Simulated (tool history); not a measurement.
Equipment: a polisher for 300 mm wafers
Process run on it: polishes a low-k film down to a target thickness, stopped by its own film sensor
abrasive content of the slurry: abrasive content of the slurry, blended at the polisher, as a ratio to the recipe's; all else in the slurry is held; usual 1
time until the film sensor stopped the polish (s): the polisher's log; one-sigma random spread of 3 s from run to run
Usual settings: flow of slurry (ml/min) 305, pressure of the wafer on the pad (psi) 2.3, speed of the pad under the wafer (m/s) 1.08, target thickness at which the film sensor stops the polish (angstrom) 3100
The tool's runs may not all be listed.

| run | hour | flow of slurry (ml/min) | pressure of the wafer on the pad (psi) | speed of the pad under the wafer (m/s) | abrasive content of the slurry | target thickness at which the film sensor stops the polish (angstrom) | incoming thickness of the incoming film, nm | time until the film sensor stopped the polish (s) |
|---|---|---|---|---|---|---|---|---|
| 1 | 0 | 305 | 2.3 | 1.08 | 1 | 3100 | 383 | 169.6 |
|  | 67.5 | conditioning disc replaced and pad reconditioned |
| 2 | 68 | 305 | 2.3 | 1.08 | 1 | 3100 | 375.6 | 147.8 |
| 3 | 91.3 | 305 | 2.3 | 1.08 | 1 | 3220 | 379.4 | 130.5 |
| 4 | 142.3 | 305 | 2.3 | 1.08 | 1 | 3220 | 378.2 | 132 |
| 5 | 187.9 | 305 | 2.3 | 1.08 | 1 | 3220 | 385.3 | 142.5 |
|  | 209.9 | slurry blender recalibrated |
| 6 | 220.1 | 305 | 2.3 | 1.08 | 1 | 3100 | 384.7 | 175.4 |
|  | 225.9 | worn pad replaced by a new one |
|  | 243.4 | slurry nozzle cleaned |
| 7 | 268.6 | 305 | 2.3 | 1.08 | 1 | 3100 | 380.4 | 159 |
| 8 | 300.2 | 305 | 2.3 | 1.08 | 1 | 3180 | 385.2 | 156.3 |
| 9 | 336.4 | 305 | 2.3 | 1.08 | 1 | 3180 | 383.8 | 153.4 |
|  | 358.8 | conditioning disc replaced and pad reconditioned |
| 10 | 362.8 | 305 | 2.3 | 1.08 | 1 | 3180 | 381.3 | 140.5 |
| 11 | 415.4 | 305 | 2.3 | 1.08 | 1 | 3100 | 375.3 | 153.3 |
|  | 434.2 | slurry blender recalibrated |
|  | 466.4 | worn pad replaced by a new one |
| 12 | 483.7 | 305 | 2.3 | 1.08 | 1 | 3100 | 380.9 | 163.9 |
| 13 | 554.9 | 305 | 2.3 | 1.08 | 1 | 3100 | 380.9 | 161.7 |
|  | 594.1 | slurry nozzle cleaned |
| 14 | 595.3 | 305 | 2.8 | 1.08 | 1 | 3100 | 377.3 | 126.2 |
|  | 618.4 | conditioning disc replaced and pad reconditioned |
| 15 | 637.2 | 305 | 2.7 | 0.74 | 1 | 3100 | 379.1 | 177.7 |
| 16 | 700.4 | 305 | 1.6 | 0.92 | 1 | 3100 | 380.1 | 266.3 |
|  | 708.6 | worn pad replaced by a new one |
|  | 720.2 | slurry blender recalibrated |
| 17 | 728.9 | 305 | 1.7 | 1.08 | 1 | 3310 | 374.7 | 135 |
| 18 | 772.3 | 210 | 2.8 | 1.08 | 1 | 2930 | 376.6 | 158.4 |
|  | 786.3 | head pressure recalibrated |
| 19 | 810.2 | 305 | 2.3 | 1.08 | 1.3 | 2890 | 382.7 | 197.7 |
|  | 876 | conditioning disc replaced and pad reconditioned |
| 20 | 876.5 | 305 | 2.3 | 0.96 | 1 | 3180 | 384.9 | 164.7 |
|  | 892.4 | slurry nozzle cleaned |
| 21 | 929.4 | 305 | 2.3 | 1.08 | 1 | 3240 | 380.5 | 132.4 |
|  | 942.6 | worn pad replaced by a new one |
| 22 | 963.6 | 305 | 2.3 | 1.08 | 1 | 3100 | 377.4 | 151.3 |
|  | 997.3 | slurry blender recalibrated |
| 23 | 1022 | 340 | 2 | 1.08 | 0.85 | 2890 | 378.1 | 247.8 |
|  | 1142.7 | conditioning disc replaced and pad reconditioned |
| 24 | 1171.6 | 305 | 2.3 | 1.08 | 1 | 3100 | 380.5 | 159.8 |

5 options for the next run, each taken on its own from the tool as it stands now. Forecast them:
| A | 1172.1 | 305 | 2.3 | 1.08 | 1 | 3100 | 378 | ? |
| B | 1172.1 | 305 | 2.7 | 1.08 | 1 | 3100 | 378 | ? |
| C | 1172.1 | 235 | 2.6 | 0.88 | 0.8 | 3100 | 378 | ? |
| D | 1172.1 | 230 | 2.3 | 1.08 | 1 | 2960 | 378 | ? |
| E | 1172.1 | 355 | 2.3 | 0.8 | 1 | 3100 | 378 | ? |

| run | time until the film sensor stopped the polish (s) |
|---|---|
| A | 155.4 |
| B | 132.4 |
| C | 177.3 |
| D | 191.2 |
| E | 195.7 |
Take away the tool's hidden state, keep each run's random variation, and the runs would have read:
| run | time until the film sensor stopped the polish (s) |
|---|---|
| A | 155.4 |
| B | 132.4 |
| C | 177.3 |
| D | 191.2 |
| E | 195.7 |
